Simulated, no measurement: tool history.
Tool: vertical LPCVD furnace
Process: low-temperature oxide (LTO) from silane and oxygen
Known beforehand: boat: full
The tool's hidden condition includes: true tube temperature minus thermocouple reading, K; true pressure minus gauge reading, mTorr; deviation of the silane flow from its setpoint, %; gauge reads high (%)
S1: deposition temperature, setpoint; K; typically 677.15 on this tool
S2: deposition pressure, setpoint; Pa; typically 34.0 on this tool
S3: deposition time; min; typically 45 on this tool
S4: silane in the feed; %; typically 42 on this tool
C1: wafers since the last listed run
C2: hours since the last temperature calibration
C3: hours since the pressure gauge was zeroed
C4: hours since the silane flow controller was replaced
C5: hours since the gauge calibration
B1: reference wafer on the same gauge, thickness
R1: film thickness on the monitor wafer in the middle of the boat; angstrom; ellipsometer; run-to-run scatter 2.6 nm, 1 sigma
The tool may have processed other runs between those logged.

Run 1, hour 0.0: usual settings; C1 0; C2 3034.8; C3 3702.3; C4 4305.7; C5 892.9; B1 544.09. Result: R1 4806.0 angstrom.
Run 2, hour 83.9: usual settings; C1 911; C2 3118.7; C3 3786.2; C4 4389.6; C5 976.8; B1 543.29. Result: R1 4747.6 angstrom.
Run 3, hour 168.0: usual settings; C1 913; C2 3202.8; C3 3870.3; C4 4473.7; C5 1060.9; B1 540.86. Result: R1 4812.1 angstrom.
Run 4, hour 220.4: usual settings; C1 569; C2 3255.2; C3 3922.7; C4 4526.1; C5 1113.3; B1 540.12. Result: R1 4780.6 angstrom.
Run 5, hour 300.6: usual settings; C1 871; C2 3335.4; C3 4002.9; C4 4606.3; C5 1193.5; B1 539.61. Result: R1 4758.8 angstrom.
Run 6, hour 363.6: usual settings; C1 684; C2 3398.4; C3 4065.9; C4 4669.3; C5 1256.5; B1 537.65. Result: R1 4714.6 angstrom.
At hour 454.4: gauge calibrated.
At hour 457.6: pressure gauge zeroed.
At hour 461.9: silane flow controller replaced.
Run 7, hour 462.4: usual settings; C1 765; C2 3497.2; C3 4.8; C4 0.5; C5 8.0; B1 549.14. Result: R1 4826.0 angstrom.
Run 8, hour 549.5: usual settings but S4 48 %; C1 946; C2 3584.3; C3 91.9; C4 87.6; C5 95.1; B1 548.98. Result: R1 5547.1 angstrom.
Run 9, hour 610.5: usual settings but S1 673.15 K; C1 662; C2 3645.3; C3 152.9; C4 148.6; C5 156.1; B1 550.01. Result: R1 4605.7 angstrom.
Run 10, hour 671.9: usual settings but S1 673.15 K; C1 666; C2 3706.7; C3 214.3; C4 210.0; C5 217.5; B1 548.95. Result: R1 4627.6 angstrom.
At hour 705.0: thermocouples replaced and temperature profile calibrated.
Run 11, hour 760.4: usual settings but S3 30 min, S4 48 %; C1 700; C2 55.4; C3 302.8; C4 298.5; C5 306.0; B1 548.33. Result: R1 3690.5 angstrom.

Run 12 is up next; what results do you expect?
Run 12, hour 863.2: usual settings but S1 688.15 K, S2 37.3 Pa, S3 55 min, S4 38 %; C1 1116; C2 158.2; C3 405.6; C4 401.3; C5 408.8; B1 ?. Result: R1 ?.

Run 12 measured B1 547.40, R1 6463.1 angstrom.
Had the tool carried no hidden state, the very same run would have given R1 6507.9 angstrom.
